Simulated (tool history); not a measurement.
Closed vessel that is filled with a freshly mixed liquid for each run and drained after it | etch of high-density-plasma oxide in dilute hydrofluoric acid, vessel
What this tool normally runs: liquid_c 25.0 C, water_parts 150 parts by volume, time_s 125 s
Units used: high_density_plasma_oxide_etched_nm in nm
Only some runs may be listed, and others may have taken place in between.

| run | hour | liquid_c | water_parts | time_s | read-back film thickness of the high-density-plasma oxide reference wafer, read on the same gauge (nm) | high_density_plasma_oxide_etched_nm |
|---|---|---|---|---|---|---|
| 1 | 0.0 | 25.0 | 150 | 125 | 80.01 | 8.89 |
| 2 | 94.9 | 25.0 | 150 | 125 | 80.00 | 8.91 |
| 3 | 141.4 | 25.0 | 150 | 125 | 79.98 | 9.00 |
| 4 | 214.9 | 25.0 | 150 | 125 | 80.01 | 8.97 |
| 5 | 263.7 | 25.0 | 115 | 125 | 80.01 | 12.21 |
|  | 294.6 | hydrofluoric acid flow meter replaced |
| 6 | 319.3 | 25.0 | 150 | 125 | 80.00 | 8.85 |
| 7 | 392.8 | 24.0 | 150 | 125 | 79.99 | 8.48 |
| 8 | 477.2 | 24.0 | 150 | 125 | 79.99 | 8.55 |
| 9 | 532.3 | 27.0 | 150 | 125 | 80.00 | 9.59 |
| 10 | 603.3 | 27.0 | 150 | 125 | 80.00 | 9.60 |
|  | 657.2 | thermometer replaced |
| 11 | 686.4 | 27.0 | 150 | 125 | 80.00 | 9.71 |
| 12 | 818.2 | 28.0 | 105 | 125 | 79.98 | 15.21 |
| 13 | 904.3 | 28.0 | 105 | 125 | 80.00 | 15.22 |
| 14 | 964.7 | 28.0 | 105 | 125 | 80.00 | 15.20 |
|  | 1020.0 | hydrofluoric acid flow meter replaced |
| 15 | 1046.8 | 25.0 | 100 | 125 | 79.98 | 13.97 |
| 16 | 1137.8 | 23.5 | 150 | 125 | 80.01 | 8.32 |
| 17 | 1177.0 | 26.5 | 190 | 180 | 79.99 | 10.04 |
| 18 | 1216.2 | 20.5 | 220 | 70 | 79.98 | 2.63 |
| 19 | 1271.0 | 29.5 | 150 | 125 | 79.98 | 10.45 |
| 20 | 1341.5 | 25.0 | 180 | 125 | 80.00 | 7.14 |
| 21 | 1513.1 | 25.0 | 175 | 125 | 79.98 | 7.43 |
| 22 | 1580.7 | 25.0 | 130 | 125 | 80.01 | 10.64 |
|  | 1624.9 | gauge calibrated |
| 23 | 1684.2 | 25.0 | 80 | 70 | 79.97 | 10.24 |
| 24 | 1758.1 | 25.0 | 130 | 60 | 80.00 | 5.10 |
|  | 1770.4 | hydrofluoric acid flow meter replaced |
| 25 | 1865.1 | 25.0 | 120 | 145 | 79.97 | 13.20 |
| 26 | 1957.9 | 25.0 | 120 | 145 | 80.02 | 13.22 |
| 27 | 2036.9 | 25.0 | 125 | 125 | 80.00 | 10.99 |
| 28 | 2121.2 | 25.0 | 150 | 125 | 79.98 | 8.94 |
| 29 | 2206.6 | 29.5 | 175 | 75 | 80.01 | 5.28 |
| 30 | 2284.4 | 25.0 | 225 | 125 | 80.00 | 5.48 |
| 31 | 2344.2 | 25.0 | 150 | 125 | 80.00 | 8.96 |
| 32 | 2410.8 | 25.0 | 80 | 95 | 79.99 | 13.85 |

Consider 4 possible next runs. They are alternatives, not a sequence: every one starts from the tool as it was left by run 32. What does each give?
| A | 2411.5 | 25.0 | 150 | 125 | ? | ? |
| B | 2411.5 | 25.0 | 80 | 100 | ? | ? |
| C | 2411.5 | 20.5 | 225 | 125 | ? | ? |
| D | 2411.5 | 27.0 | 85 | 60 | ? | ? |

| run | read-back film thickness of the high-density-plasma oxide reference wafer, read on the same gauge (nm) | high_density_plasma_oxide_etched_nm |
|---|---|---|
| A | 80.00 | 8.98 |
| B | 80.00 | 14.65 |
| C | 80.00 | 4.67 |
| D | 80.00 | 8.89 |
Without the tool's hidden state the same runs would have given:
| run | high_density_plasma_oxide_etched_nm |
|---|---|
| A | 8.73 |
| B | 14.28 |
| C | 4.53 |
| D | 8.67 |
